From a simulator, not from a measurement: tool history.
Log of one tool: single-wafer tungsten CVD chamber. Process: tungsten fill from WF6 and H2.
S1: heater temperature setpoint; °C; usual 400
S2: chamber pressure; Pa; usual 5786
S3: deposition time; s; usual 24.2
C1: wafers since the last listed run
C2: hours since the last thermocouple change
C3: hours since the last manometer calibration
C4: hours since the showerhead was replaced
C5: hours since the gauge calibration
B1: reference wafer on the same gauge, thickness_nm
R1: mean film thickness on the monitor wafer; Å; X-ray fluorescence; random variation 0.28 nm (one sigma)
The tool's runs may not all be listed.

run 1 hour=0 | S1=400 S2=6626 S3=24.2 | C1=0 C2=2179.4 C3=1531.1 C4=4588.1 C5=3442 | B1=88.004 | R1=954.16
run 2 hour=100.3 | S1=400 S2=6626 S3=24.2 | C1=3728 C2=2279.7 C3=1631.4 C4=4688.4 C5=3542.3 | B1=88.027 | R1=960.91
run 3 hour=160.2 | S1=400 S2=5786 S3=24.2 | C1=2226 C2=2339.6 C3=1691.3 C4=4748.3 C5=3602.2 | B1=88.015 | R1=898.9
run 4 hour=218.8 | S1=400 S2=5786 S3=24.2 | C1=2178 C2=2398.2 C3=1749.9 C4=4806.9 C5=3660.8 | B1=88.07 | R1=908.86
-- hour=255.8 thermocouple changed; heater temperature recalibrated
run 5 hour=260 | S1=400 S2=5786 S3=24.2 | C1=1234 C2=4.2 C3=1791.1 C4=4848.1 C5=3702 | B1=88.016 | R1=953.58
run 6 hour=340.4 | S1=392 S2=5786 S3=24.2 | C1=2988 C2=84.6 C3=1871.5 C4=4928.5 C5=3782.4 | B1=88.1 | R1=814.41
run 7 hour=388.4 | S1=392 S2=5786 S3=24.2 | C1=1784 C2=132.6 C3=1919.5 C4=4976.5 C5=3830.4 | B1=88.121 | R1=809.39
run 8 hour=455.8 | S1=392 S2=5786 S3=24.2 | C1=2505 C2=200 C3=1986.9 C4=5043.9 C5=3897.8 | B1=88.049 | R1=811.23
-- hour=554.3 capacitance manometer re-zeroed and calibrated
run 9 hour=554.8 | S1=388 S2=6333 S3=24.2 | C1=3382 C2=299 C3=0.5 C4=5142.9 C5=3996.8 | B1=88.098 | R1=769.97
run 10 hour=625.6 | S1=388 S2=6333 S3=24.2 | C1=2631 C2=369.8 C3=71.3 C4=5213.7 C5=4067.6 | B1=88.058 | R1=767.78
run 11 hour=703.2 | S1=388 S2=6333 S3=24.2 | C1=2884 C2=447.4 C3=148.9 C4=5291.3 C5=4145.2 | B1=88.098 | R1=768.27
run 12 hour=755.3 | S1=400 S2=5786 S3=24.2 | C1=1936 C2=499.5 C3=201 C4=5343.4 C5=4197.3 | B1=88.115 | R1=947.2
-- hour=789 thermocouple changed; heater temperature recalibrated, repeated, since the last time left the tool worse
run 13 hour=842.4 | S1=400 S2=6959 S3=27.4 | C1=2940 C2=53.4 C3=288.1 C4=5430.5 C5=4284.4 | B1=88.068 | R1=1128.05
run 14 hour=940.3 | S1=415 S2=7119 S3=24.2 | C1=3639 C2=151.3 C3=386 C4=5528.4 C5=4382.3 | B1=88.163 | R1=1325.1
run 15 hour=988.8 | S1=389 S2=6759 S3=22.4 | C1=1802 C2=199.8 C3=434.5 C4=5576.9 C5=4430.8 | B1=88.088 | R1=721.14
-- hour=1002 showerhead replaced
run 16 hour=1086.9 | S1=400 S2=5786 S3=24.2 | C1=3349 C2=297.9 C3=532.6 C4=84.9 C5=4528.9 | B1=88.14 | R1=917.67
run 17 hour=1192.7 | S1=409 S2=6839 S3=19.4 | C1=3932 C2=403.7 C3=638.4 C4=190.7 C5=4634.7 | B1=88.144 | R1=932.46
run 18 hour=1300.5 | S1=391 S2=6946 S3=27.7 | C1=4007 C2=511.5 C3=746.2 C4=298.5 C5=4742.5 | B1=88.2 | R1=935.2
run 19 hour=1389.7 | S1=387 S2=6959 S3=20.4 | C1=3315 C2=600.7 C3=835.4 C4=387.7 C5=4831.7 | B1=88.041 | R1=632.74
run 20 hour=1446.1 | S1=407 S2=4973 S3=24.2 | C1=2096 C2=657.1 C3=891.8 C4=444.1 C5=4888.1 | B1=88.12 | R1=983.87
run 21 hour=1522.5 | S1=400 S2=5786 S3=24.2 | C1=2839 C2=733.5 C3=968.2 C4=520.5 C5=4964.5 | B1=88.079 | R1=910.84
-- hour=1542.2 gauge calibrated
run 22 hour=1592.5 | S1=385 S2=6333 S3=24.2 | C1=2602 C2=803.5 C3=1038.2 C4=590.5 C5=50.3 | B1=88.106 | R1=686.45
run 23 hour=1645.4 | S1=393 S2=5786 S3=24.2 | C1=1966 C2=856.4 C3=1091.1 C4=643.4 C5=103.2 | B1=88.122 | R1=787.65
run 24 hour=1890.4 | S1=385 S2=5786 S3=22.8 | C1=9107 C2=1101.4 C3=1336.1 C4=888.4 C5=348.2 | B1=88.113 | R1=618.1
run 25 hour=1928.2 | S1=400 S2=5786 S3=24.2 | C1=1405 C2=1139.2 C3=1373.9 C4=926.2 C5=386 | B1=88.077 | R1=907.79
run 26 hour=2125.6 | S1=400 S2=6573 S3=26.9 | C1=7337 C2=1336.6 C3=1571.3 C4=1123.6 C5=583.4 | B1=88.08 | R1=1066.72
run 27 hour=2186.8 | S1=400 S2=4386 S3=24.2 | C1=2274 C2=1397.8 C3=1632.5 C4=1184.8 C5=644.6 | B1=88.165 | R1=807.22
run 28 hour=2275.9 | S1=404 S2=6759 S3=24.2 | C1=3311 C2=1486.9 C3=1721.6 C4=1273.9 C5=733.7 | B1=88.094 | R1=1047.23
run 29 hour=2381.3 | S1=406 S2=5786 S3=28.9 | C1=3917 C2=1592.3 C3=1827 C4=1379.3 C5=839.1 | B1=88.075 | R1=1211.76
run 30 hour=2433.7 | S1=415 S2=6506 S3=20.9 | C1=1947 C2=1644.7 C3=1879.4 C4=1431.7 C5=891.5 | B1=88.041 | R1=1088.53
-- hour=2510.1 capacitance manometer re-zeroed and calibrated
run 31 hour=2527.1 | S1=405 S2=6346 S3=19.6 | C1=3174 C2=1738.1 C3=17 C4=1525.1 C5=984.9 | B1=87.97 | R1=842.17
run 32 hour=2633.8 | S1=400 S2=5373 S3=22.1 | C1=3966 C2=1844.8 C3=123.7 C4=1631.8 C5=1091.6 | B1=88.067 | R1=807.86
run 33 hour=2671.1 | S1=400 S2=5786 S3=24.2 | C1=1386 C2=1882.1 C3=161 C4=1669.1 C5=1128.9 | B1=88.226 | R1=904.35
run 34 hour=2746 | S1=391 S2=5786 S3=27.9 | C1=2784 C2=1957 C3=235.9 C4=1744 C5=1203.8 | B1=88.053 | R1=864.11
-- hour=2767.6 thermocouple changed; heater temperature recalibrated
run 35 hour=2826.3 | S1=400 S2=6199 S3=24.2 | C1=2687 C2=58.7 C3=316.2 C4=1824.3 C5=1284.1 | B1=88.007 | R1=949.41

The same runs without the tool's hidden state, with the same run-to-run variation:
The hidden state here: wafer temperature above the value expected at the setpoint (K); true pressure above the setpoint (%); gauge reads high (%).
run=1 R1=973.94
run=2 R1=980.96
run=3 R1=917.72
run=4 R1=927.94
run=5 R1=920.14
run=6 R1=785.73
run=7 R1=781.81
run=8 R1=784.78
run=9 R1=745.51
run=10 R1=744.36
run=11 R1=745.82
run=12 R1=922.77
run=13 R1=1131.1
run=14 R1=1330.93
run=15 R1=725.85
run=16 R1=925.13
run=17 R1=941.16
run=18 R1=946.6
run=19 R1=641.36
run=20 R1=996.31
run=21 R1=923.82
run=22 R1=697.48
run=23 R1=800.08
run=24 R1=629.55
run=25 R1=923.63
run=26 R1=1086.42
run=27 R1=822.33
run=28 R1=1066.22
run=29 R1=1233.99
run=30 R1=1106.96
run=31 R1=858.01
run=32 R1=824.09
run=33 R1=922.59
run=34 R1=882.6
run=35 R1=949.99
